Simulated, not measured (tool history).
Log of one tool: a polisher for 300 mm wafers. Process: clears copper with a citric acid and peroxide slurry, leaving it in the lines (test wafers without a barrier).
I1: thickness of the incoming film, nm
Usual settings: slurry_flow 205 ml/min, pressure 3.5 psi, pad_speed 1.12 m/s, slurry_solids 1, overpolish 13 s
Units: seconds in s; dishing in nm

run 1 day=0 | slurry_flow=205 pressure=3.5 pad_speed=1.12 slurry_solids=1 overpolish=13 | I1=342.2 | seconds=117.4 dishing=18.2
-- day=0.229 worn pad replaced by a new one
run 2 day=1.062 | slurry_flow=205 pressure=3.5 pad_speed=1.12 slurry_solids=1 overpolish=13 | I1=340.3 | seconds=117.1 dishing=17.8
run 3 day=2.554 | slurry_flow=205 pressure=3.5 pad_speed=1.12 slurry_solids=1 overpolish=13 | I1=340.1 | seconds=117 dishing=18.3
run 4 day=5.05 | slurry_flow=205 pressure=3.5 pad_speed=1.12 slurry_solids=1 overpolish=13 | I1=335.6 | seconds=116.9 dishing=18
run 5 day=7.283 | slurry_flow=205 pressure=3.5 pad_speed=1.12 slurry_solids=1 overpolish=13 | I1=338.4 | seconds=119.3 dishing=17.9
-- day=8.125 slurry blender recalibrated
run 6 day=9.158 | slurry_flow=205 pressure=3.5 pad_speed=1.12 slurry_solids=1 overpolish=13 | I1=339.9 | seconds=117.5 dishing=18.4
-- day=9.617 worn pad replaced by a new one
-- day=16.4 slurry nozzle cleaned
run 7 day=17.8 | slurry_flow=245 pressure=3.5 pad_speed=1.12 slurry_solids=1 overpolish=13 | I1=345.6 | seconds=119.9 dishing=18.4
-- day=18.583 slurry blender recalibrated
run 8 day=19.888 | slurry_flow=205 pressure=2.7 pad_speed=1.12 slurry_solids=1 overpolish=13 | I1=339.7 | seconds=147.2 dishing=16
-- day=20.746 worn pad replaced by a new one
run 9 day=22.462 | slurry_flow=205 pressure=2.7 pad_speed=1.12 slurry_solids=1 overpolish=13 | I1=340.4 | seconds=144.5 dishing=15.7
run 10 day=24.508 | slurry_flow=205 pressure=3.5 pad_speed=1.12 slurry_solids=1 overpolish=13 | I1=336.2 | seconds=116.6 dishing=18.3
-- day=25.354 head pressure recalibrated
run 11 day=25.521 | slurry_flow=205 pressure=3.5 pad_speed=1.12 slurry_solids=1 overpolish=13 | I1=337.8 | seconds=117.5 dishing=18.4
run 12 day=26.979 | slurry_flow=205 pressure=3.5 pad_speed=1.12 slurry_solids=1 overpolish=13 | I1=339.6 | seconds=118.9 dishing=18.2
-- day=28.992 slurry blender recalibrated
run 13 day=29.45 | slurry_flow=205 pressure=3.5 pad_speed=0.86 slurry_solids=1 overpolish=13 | I1=344.5 | seconds=158.2 dishing=15.1
run 14 day=30.642 | slurry_flow=205 pressure=3.5 pad_speed=0.88 slurry_solids=0.85 overpolish=6 | I1=347 | seconds=154.7 dishing=8.5
-- day=32.658 worn pad replaced by a new one
run 15 day=33.146 | slurry_flow=205 pressure=4 pad_speed=0.82 slurry_solids=1 overpolish=13 | I1=342.7 | seconds=147.3 dishing=15.7
run 16 day=36.05 | slurry_flow=205 pressure=3.5 pad_speed=1.12 slurry_solids=1 overpolish=13 | I1=336.9 | seconds=113.8 dishing=18.7
-- day=38.517 slurry blender recalibrated
run 17 day=38.617 | slurry_flow=205 pressure=3.5 pad_speed=1.12 slurry_solids=1 overpolish=13 | I1=344.1 | seconds=119.8 dishing=18.4
-- day=39.267 slurry nozzle cleaned
run 18 day=40.829 | slurry_flow=205 pressure=3.5 pad_speed=1.12 slurry_solids=1 overpolish=13 | I1=347.3 | seconds=121.5 dishing=18.1
-- day=41.883 worn pad replaced by a new one
run 19 day=42.988 | slurry_flow=205 pressure=3.5 pad_speed=1.34 slurry_solids=1.1 overpolish=13 | I1=340.3 | seconds=97.6 dishing=20.5
run 20 day=44.888 | slurry_flow=205 pressure=3.5 pad_speed=1.12 slurry_solids=1 overpolish=13 | I1=339.1 | seconds=120.1 dishing=17.8
run 21 day=47.208 | slurry_flow=235 pressure=2.6 pad_speed=1.12 slurry_solids=0.8 overpolish=16 | I1=343.9 | seconds=154.1 dishing=18
run 22 day=49.8 | slurry_flow=250 pressure=3.5 pad_speed=1.12 slurry_solids=1.15 overpolish=13 | I1=335.5 | seconds=115 dishing=18.9
-- day=50.312 slurry blender recalibrated
run 23 day=52.038 | slurry_flow=205 pressure=4.6 pad_speed=1.12 slurry_solids=1 overpolish=7 | I1=344.6 | seconds=99 dishing=13.4
-- day=52.821 worn pad replaced by a new one
run 24 day=54.1 | slurry_flow=160 pressure=3.5 pad_speed=1.12 slurry_solids=1 overpolish=13 | I1=340.9 | seconds=120.2 dishing=17.3

The tool's hidden state at each run:
removal rate lost through wear of the pad, %: 0 in every run
slurry flow missing at the pad, %: 0 in every run
deviation of the head's pressure from its setpoint, %: 0 in every run
abrasive missing from the slurry, %: 0 in every run
